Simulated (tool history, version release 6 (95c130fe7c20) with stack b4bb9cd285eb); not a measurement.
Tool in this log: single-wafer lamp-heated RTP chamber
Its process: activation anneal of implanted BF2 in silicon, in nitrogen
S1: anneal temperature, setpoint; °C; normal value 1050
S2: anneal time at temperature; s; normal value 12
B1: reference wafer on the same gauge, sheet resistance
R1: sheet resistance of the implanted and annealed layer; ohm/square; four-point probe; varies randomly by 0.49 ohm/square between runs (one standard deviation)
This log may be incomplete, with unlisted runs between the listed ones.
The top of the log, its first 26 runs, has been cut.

run   hour    S1  S2      B1      R1
 27  442.6  1065  12  163.97  147.25
 28  459.2  1050   8  163.96  185.48
 29  470.3  1050   6  163.90  200.21
 30  477.5  1050  10  164.03  172.68
 31  489.6  1059  17  163.94  139.04
     503.3  -- pyrometer window cleaned and pyrometer calibrated
 32  504.5  1029  15  163.98  192.43
 33  510.9  1079   7  164.00  151.81
 34  526.3  1038   7  164.05  215.71
 35  540.5  1050  12  163.94  165.31
 36  557.8  1073   5  163.95  173.08
 37  564.0  1059  12  164.01  153.74
 38  579.4  1050  12  163.99  164.40

3 ways to go on from here, each from the tool as it stands after run 38. What would each give?
  A  579.8  1050  12   ?   ?
  B  579.8  1030   6   ?   ?
  C  579.8  1073  19   ?   ?

run      B1      R1
  A  164.00  165.63
  B  164.00  241.42
  C  164.00  121.57
With the hidden condition removed and each run's random variation left untouched, the same runs would have given:
run      R1
  A  168.12
  B  245.21
  C  123.32
